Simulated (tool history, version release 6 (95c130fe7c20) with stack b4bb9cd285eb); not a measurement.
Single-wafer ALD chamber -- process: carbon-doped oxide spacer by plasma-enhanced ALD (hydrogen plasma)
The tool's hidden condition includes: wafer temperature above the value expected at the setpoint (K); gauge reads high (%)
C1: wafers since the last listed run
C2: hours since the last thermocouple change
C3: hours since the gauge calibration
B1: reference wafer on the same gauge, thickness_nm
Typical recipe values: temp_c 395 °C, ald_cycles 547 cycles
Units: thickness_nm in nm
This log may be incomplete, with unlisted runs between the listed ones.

Run 1, hour 0: usual settings but temp_c 391 °C; C1 0; C2 2479; C3 334.7; B1 27.708. Result: thickness_nm 27.261 nm.
Run 2, hour 14.1: usual settings but ald_cycles 596 cycles; C1 6; C2 2493.1; C3 348.8; B1 27.705. Result: thickness_nm 29.688 nm.
At hour 21.7: gauge calibrated.
Run 3, hour 29.8: usual settings but ald_cycles 596 cycles; C1 6; C2 2508.8; C3 8.1; B1 27.699. Result: thickness_nm 29.646 nm.
Run 4, hour 42.8: usual settings; C1 5; C2 2521.8; C3 21.1; B1 27.711. Result: thickness_nm 27.279 nm.
Run 5, hour 58.8: usual settings but ald_cycles 484 cycles; C1 6; C2 2537.8; C3 37.1; B1 27.694. Result: thickness_nm 24.104 nm.
Run 6, hour 71.4: usual settings but ald_cycles 484 cycles; C1 5; C2 2550.4; C3 49.7; B1 27.682. Result: thickness_nm 24.06 nm.
Run 7, hour 78.2: usual settings but ald_cycles 484 cycles; C1 2; C2 2557.2; C3 56.5; B1 27.69. Result: thickness_nm 24.153 nm.
Run 8, hour 87.4: usual settings; C1 3; C2 2566.4; C3 65.7; B1 27.702. Result: thickness_nm 27.3 nm.
Run 9, hour 103.6: usual settings; C1 7; C2 2582.6; C3 81.9; B1 27.689. Result: thickness_nm 27.386 nm.
Run 10, hour 115.5: usual settings; C1 5; C2 2594.5; C3 93.8; B1 27.682. Result: thickness_nm 27.112 nm.
Run 11, hour 132.3: usual settings but ald_cycles 519 cycles; C1 7; C2 2611.3; C3 110.6; B1 27.698. Result: thickness_nm 25.945 nm.
Run 12, hour 143: usual settings but ald_cycles 519 cycles; C1 4; C2 2622; C3 121.3; B1 27.703. Result: thickness_nm 25.965 nm.
Run 13, hour 154.5: usual settings but ald_cycles 519 cycles; C1 4; C2 2633.5; C3 132.8; B1 27.687. Result: thickness_nm 25.986 nm.
Run 14, hour 169.2: usual settings; C1 6; C2 2648.2; C3 147.5; B1 27.689. Result: thickness_nm 27.225 nm.
Run 15, hour 179.9: usual settings; C1 4; C2 2658.9; C3 158.2; B1 27.705. Result: thickness_nm 27.193 nm.
Run 16, hour 197.6: usual settings; C1 7; C2 2676.6; C3 175.9; B1 27.714. Result: thickness_nm 27.275 nm.
Run 17, hour 206.7: usual settings; C1 3; C2 2685.7; C3 185; B1 27.704. Result: thickness_nm 27.311 nm.
Run 18, hour 224: usual settings; C1 7; C2 2703; C3 202.3; B1 27.687. Result: thickness_nm 27.356 nm.
Run 19, hour 240.7: usual settings; C1 7; C2 2719.7; C3 219; B1 27.719. Result: thickness_nm 27.294 nm.
Run 20, hour 255.2: usual settings; C1 6; C2 2734.2; C3 233.5; B1 27.679. Result: thickness_nm 27.274 nm.
Run 21, hour 272.6: usual settings; C1 7; C2 2751.6; C3 250.9; B1 27.702. Result: thickness_nm 27.288 nm.
Run 22, hour 279.3: usual settings but ald_cycles 507 cycles; C1 2; C2 2758.3; C3 257.6; B1 27.708. Result: thickness_nm 25.276 nm.
Run 23, hour 314.9: usual settings but ald_cycles 507 cycles; C1 15; C2 2793.9; C3 293.2; B1 27.705. Result: thickness_nm 25.303 nm.
At hour 323.5: gauge calibrated.
Run 24, hour 332.7: usual settings but temp_c 383 °C, ald_cycles 638 cycles; C1 7; C2 2811.7; C3 9.2; B1 27.684. Result: thickness_nm 31.731 nm.
Run 25, hour 348.9: usual settings but temp_c 390 °C, ald_cycles 516 cycles; C1 7; C2 2827.9; C3 25.4; B1 27.711. Result: thickness_nm 25.796 nm.
Run 26, hour 364.5: usual settings; C1 6; C2 2843.5; C3 41; B1 27.696. Result: thickness_nm 27.339 nm.
Run 27, hour 417.2: usual settings but temp_c 387 °C; C1 22; C2 2896.2; C3 93.7; B1 27.699. Result: thickness_nm 27.258 nm.
Run 28, hour 425.9: usual settings but temp_c 405 °C, ald_cycles 497 cycles; C1 3; C2 2904.9; C3 102.4; B1 27.7. Result: thickness_nm 24.493 nm.
Run 29, hour 441.5: usual settings; C1 6; C2 2920.5; C3 118; B1 27.699. Result: thickness_nm 27.378 nm.
Run 30, hour 450.2: usual settings; C1 3; C2 2929.2; C3 126.7; B1 27.694. Result: thickness_nm 27.255 nm.
At hour 463.9: thermocouple changed; heater temperature recalibrated.
Run 31, hour 465.2: usual settings but temp_c 384 °C, ald_cycles 643 cycles; C1 3; C2 1.3; C3 141.7; B1 27.686. Result: thickness_nm 32.058 nm.
Run 32, hour 483.1: usual settings but ald_cycles 515 cycles; C1 7; C2 19.2; C3 159.6; B1 27.689. Result: thickness_nm 25.809 nm.
Run 33, hour 498: usual settings but temp_c 408 °C, ald_cycles 586 cycles; C1 6; C2 34.1; C3 174.5; B1 27.703. Result: thickness_nm 28.782 nm.
Run 34, hour 510.3: usual settings but temp_c 401 °C, ald_cycles 611 cycles; C1 5; C2 46.4; C3 186.8; B1 27.715. Result: thickness_nm 30.514 nm.
Run 35, hour 559.2: usual settings but temp_c 410 °C, ald_cycles 592 cycles; C1 21; C2 95.3; C3 235.7; B1 27.711. Result: thickness_nm 28.77 nm.
Run 36, hour 568.9: usual settings but temp_c 391 °C, ald_cycles 608 cycles; C1 4; C2 105; C3 245.4; B1 27.703. Result: thickness_nm 30.306 nm.
Run 37, hour 580: usual settings but ald_cycles 596 cycles; C1 4; C2 116.1; C3 256.5; B1 27.702. Result: thickness_nm 29.811 nm.
Run 38, hour 592.7: usual settings but temp_c 385 °C, ald_cycles 503 cycles; C1 5; C2 128.8; C3 269.2; B1 27.707. Result: thickness_nm 25.054 nm.
Run 39, hour 604.3: usual settings; C1 5; C2 140.4; C3 280.8; B1 27.699. Result: thickness_nm 27.343 nm.
Run 40, hour 618.4: usual settings but ald_cycles 628 cycles; C1 6; C2 154.5; C3 294.9; B1 27.683. Result: thickness_nm 31.494 nm.
Run 41, hour 626.1: usual settings but temp_c 384 °C, ald_cycles 645 cycles; C1 3; C2 162.2; C3 302.6; B1 27.705. Result: thickness_nm 32.192 nm.
Run 42, hour 633.5: usual settings but temp_c 389 °C, ald_cycles 512 cycles; C1 3; C2 169.6; C3 310; B1 27.707. Result: thickness_nm 25.569 nm.
Run 43, hour 644.3: usual settings; C1 4; C2 180.4; C3 320.8; B1 27.699. Result: thickness_nm 27.294 nm.
Run 44, hour 662: usual settings but temp_c 381 °C; C1 7; C2 198.1; C3 338.5; B1 27.691. Result: thickness_nm 27.112 nm.
Run 45, hour 673.2: usual settings but temp_c 385 °C, ald_cycles 583 cycles; C1 4; C2 209.3; C3 349.7; B1 27.697. Result: thickness_nm 29.007 nm.
Run 46, hour 682.4: usual settings but temp_c 399 °C; C1 3; C2 218.5; C3 358.9; B1 27.722. Result: thickness_nm 27.143 nm.

Here are 5 independent what-if runs from the current tool condition. What would each one return?
Run A, hour 683.6: usual settings but temp_c 400 °C; C1 0; C2 219.7; C3 360.1; B1 ?. Result: thickness_nm ?.
Run B, hour 683.6: usual settings but temp_c 388 °C, ald_cycles 502 cycles; C1 0; C2 219.7; C3 360.1; B1 ?. Result: thickness_nm ?.
Run C, hour 683.6: usual settings but temp_c 390 °C, ald_cycles 444 cycles; C1 0; C2 219.7; C3 360.1; B1 ?. Result: thickness_nm ?.
Run D, hour 683.6: usual settings but temp_c 409 °C; C1 0; C2 219.7; C3 360.1; B1 ?. Result: thickness_nm ?.
Run E, hour 683.6: usual settings but temp_c 409 °C, ald_cycles 636 cycles; C1 0; C2 219.7; C3 360.1; B1 ?. Result: thickness_nm ?.

run      B1  thickness_nm
  A  27.689        27.264
  B  27.689        25.021
  C  27.689         22.13
  D  27.689        26.666
  E  27.689        31.004
The same runs, with their run-to-run variation unchanged, on a tool lacking any hidden condition would have given:
run  thickness_nm
  A        27.264
  B        25.021
  C         22.13
  D        26.666
  E        31.004
